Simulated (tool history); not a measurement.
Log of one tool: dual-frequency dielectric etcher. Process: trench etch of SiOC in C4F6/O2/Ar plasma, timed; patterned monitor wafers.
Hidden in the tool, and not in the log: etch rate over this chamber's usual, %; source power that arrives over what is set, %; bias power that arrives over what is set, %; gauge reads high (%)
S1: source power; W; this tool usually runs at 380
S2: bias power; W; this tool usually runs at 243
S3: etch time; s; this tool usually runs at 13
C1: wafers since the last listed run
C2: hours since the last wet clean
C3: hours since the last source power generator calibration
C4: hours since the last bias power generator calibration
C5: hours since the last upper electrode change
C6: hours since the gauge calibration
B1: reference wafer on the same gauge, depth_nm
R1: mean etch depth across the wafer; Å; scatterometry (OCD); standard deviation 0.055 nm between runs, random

run,day,S1,S2,S3,C1,C2,C3,C4,C5,C6,B1,R1
1,0,420,285,13,0,166.8,3427.8,1374.4,1938.1,468.3,27.49,306.4
# day 7.908: wet clean of the chamber
# day 8.571: upper electrode replaced
2,8.592,420,285,13,2435,16.4,3634,1580.6,0.5,674.5,27.49,307.2
3,9.933,430,243,15,471,48.6,3666.2,1612.8,32.7,706.7,27.49,327.7
4,11.362,430,243,15,502,82.9,3700.5,1647.1,67,741,27.5,326.5
5,14.192,430,243,15,993,150.8,3768.4,1715,134.9,808.9,27.5,327.5
6,15.758,330,243,13,550,188.4,3806,1752.6,172.5,846.5,27.49,262.8
7,17.521,330,243,13,619,230.7,3848.3,1794.9,214.8,888.8,27.51,263.3
8,18.871,330,243,13,474,263.1,3880.7,1827.3,247.2,921.2,27.51,263.3
9,20.012,380,243,10,401,290.5,3908.1,1854.7,274.6,948.6,27.5,210.9
10,22.067,380,243,10,721,339.8,3957.4,1904,323.9,997.9,27.51,210.6
# day 22.242: source power generator calibrated
# day 23.438: wet clean of the chamber
11,23.562,380,243,10,115,3,31.7,1939.9,359.8,1033.8,27.48,210.8
# day 25.621: gauge calibrated
12,25.708,380,199,10.5,753,54.5,83.2,1991.4,411.3,2.1,27.5,198.6
13,27.429,380,265,9,604,95.8,124.5,2032.7,452.6,43.4,27.52,198.1
# day 29.454: bias power generator calibrated
14,30.267,320,243,13,938,163.9,192.6,19.5,520.7,111.5,27.52,254.3
15,31.571,380,269,13,458,195.2,223.9,50.8,552,142.8,27.5,281.5
16,33.442,380,243,13,657,240.1,268.8,95.7,596.9,187.7,27.5,266.9
17,35.754,380,209,10,812,295.6,324.3,151.2,652.4,243.2,27.5,188.8
18,38.217,380,243,13,865,354.7,383.4,210.3,711.5,302.3,27.5,267.2
# day 39.55: wet clean of the chamber
# day 40.042: bias power generator calibrated, repeated, since the last time left the tool worse
19,40.233,450,184,14,298,16.4,431.8,4.6,759.9,350.7,27.49,264.1
20,43.017,290,243,13,977,83.2,498.6,71.4,826.7,417.5,27.49,252.2
21,45.071,480,268,13,721,132.5,547.9,120.7,876,466.8,27.51,306.2
22,46.342,340,194,13,446,163,578.4,151.2,906.5,497.3,27.49,232.6
23,48.025,380,243,13,591,203.4,618.8,191.6,946.9,537.7,27.51,272.7
24,50.504,380,286,16,871,262.9,678.3,251.1,1006.4,597.2,27.5,366.7
25,52.783,380,243,13,800,317.6,733,305.8,1061.1,651.9,27.49,273.1
26,55.225,380,226,15.5,857,376.2,791.6,364.4,1119.7,710.5,27.5,312.3
27,56.729,290,288,10.5,528,412.3,827.7,400.5,1155.8,746.6,27.49,224.5
# day 58.717: wet clean of the chamber
28,58.996,380,280,13,445,6.7,882.1,454.9,1210.2,801,27.5,293.4
29,61.4,380,243,13,844,64.4,939.8,512.6,1267.9,858.7,27.49,273.8

Here are 5 independent what-if runs from the current tool condition. What would each one return?
A,61.417,380,243,13,5,64.8,940.2,513,1268.3,859.1,?,?
B,61.417,420,276,16,5,64.8,940.2,513,1268.3,859.1,?,?
C,61.417,470,243,13,5,64.8,940.2,513,1268.3,859.1,?,?
D,61.417,330,271,14.5,5,64.8,940.2,513,1268.3,859.1,?,?
E,61.417,310,243,11,5,64.8,940.2,513,1268.3,859.1,?,?

run,B1,R1
A,27.49,272.7
B,27.49,369.3
C,27.49,290.2
D,27.49,309.8
E,27.49,218.1
Stripped of hidden state, with their random variation kept, the same runs would have yielded:
run,R1
A,270.9
B,366.7
C,288.3
D,307.7
E,216.6
